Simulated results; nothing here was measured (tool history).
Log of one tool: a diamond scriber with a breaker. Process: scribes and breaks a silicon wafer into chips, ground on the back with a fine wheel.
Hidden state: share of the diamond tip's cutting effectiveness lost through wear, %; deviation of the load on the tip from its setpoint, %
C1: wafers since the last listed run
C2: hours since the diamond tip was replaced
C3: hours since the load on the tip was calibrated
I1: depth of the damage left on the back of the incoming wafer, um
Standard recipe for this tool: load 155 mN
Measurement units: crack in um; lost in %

{"run": 1, "day": 0.0, "load": 155, "C1": 0, "C2": 68.2, "C3": 458.9, "I1": 2.08, "crack": 6.39, "lost": 5.16}
{"run": 2, "day": 4.154, "load": 155, "C1": 609, "C2": 167.9, "C3": 558.6, "I1": 1.9, "crack": 6.02, "lost": 4.59}
{"run": 3, "day": 6.662, "load": 155, "C1": 368, "C2": 228.1, "C3": 618.8, "I1": 1.63, "crack": 5.83, "lost": 4.42}
{"day": 8.933, "done": "diamond tip replaced by a new one"}
{"run": 4, "day": 9.15, "load": 155, "C1": 352, "C2": 5.2, "C3": 678.5, "I1": 2.95, "crack": 6.02, "lost": 11.55}
{"run": 5, "day": 11.967, "load": 155, "C1": 413, "C2": 72.8, "C3": 746.1, "I1": 2.25, "crack": 5.92, "lost": 9.05}
{"run": 6, "day": 13.083, "load": 155, "C1": 163, "C2": 99.6, "C3": 772.9, "I1": 1.84, "crack": 6.02, "lost": 6.96}
{"day": 14.512, "done": "load on the tip recalibrated"}
{"run": 7, "day": 15.038, "load": 155, "C1": 274, "C2": 146.5, "C3": 12.6, "I1": 2.68, "crack": 6.6, "lost": 6.1}
{"run": 8, "day": 16.571, "load": 169, "C1": 224, "C2": 183.3, "C3": 49.4, "I1": 2.38, "crack": 7.12, "lost": 4.82}
{"run": 9, "day": 19.558, "load": 121, "C1": 438, "C2": 255.0, "C3": 121.1, "I1": 1.92, "crack": 4.95, "lost": 19.46}
{"day": 19.7, "done": "diamond tip replaced by a new one"}
{"run": 10, "day": 21.604, "load": 155, "C1": 287, "C2": 45.7, "C3": 170.2, "I1": 1.75, "crack": 6.38, "lost": 3.35}
{"run": 11, "day": 23.029, "load": 170, "C1": 209, "C2": 79.9, "C3": 204.4, "I1": 2.44, "crack": 6.87, "lost": 4.79}
{"run": 12, "day": 24.383, "load": 125, "C1": 198, "C2": 112.4, "C3": 236.9, "I1": 2.12, "crack": 5.07, "lost": 24.47}
{"run": 13, "day": 25.425, "load": 128, "C1": 152, "C2": 137.4, "C3": 261.9, "I1": 1.65, "crack": 5.26, "lost": 16.59}
{"run": 14, "day": 26.962, "load": 155, "C1": 225, "C2": 174.3, "C3": 298.8, "I1": 1.73, "crack": 6.27, "lost": 3.41}
{"run": 15, "day": 28.912, "load": 172, "C1": 286, "C2": 221.1, "C3": 345.6, "I1": 2.16, "crack": 6.68, "lost": 4.02}
{"run": 16, "day": 30.392, "load": 155, "C1": 217, "C2": 256.6, "C3": 381.1, "I1": 2.0, "crack": 6.01, "lost": 4.57}

Consider 4 possible next runs. They are alternatives, not a sequence: every one starts from the tool as it was left by run 16. What does each give?
{"run": "A", "day": 30.412, "load": 155, "C1": 3, "C2": 257.1, "C3": 381.6, "I1": 1.92, "crack": "?", "lost": "?"}
{"run": "B", "day": 30.412, "load": 113, "C1": 3, "C2": 257.1, "C3": 381.6, "I1": 1.92, "crack": "?", "lost": "?"}
{"run": "C", "day": 30.412, "load": 140, "C1": 3, "C2": 257.1, "C3": 381.6, "I1": 1.92, "crack": "?", "lost": "?"}
{"run": "D", "day": 30.412, "load": 198, "C1": 3, "C2": 257.1, "C3": 381.6, "I1": 1.92, "crack": "?", "lost": "?"}

run=A crack=6.17 lost=5.43
run=B crack=4.45 lost=41.66
run=C crack=5.59 lost=12.31
run=D crack=7.71 lost=8.69
Without the tool's unlogged condition, the same runs would have read:
run=A crack=6.64 lost=3.59
run=B crack=4.79 lost=30.93
run=C crack=6.01 lost=6.81
run=D crack=8.29 lost=15.05
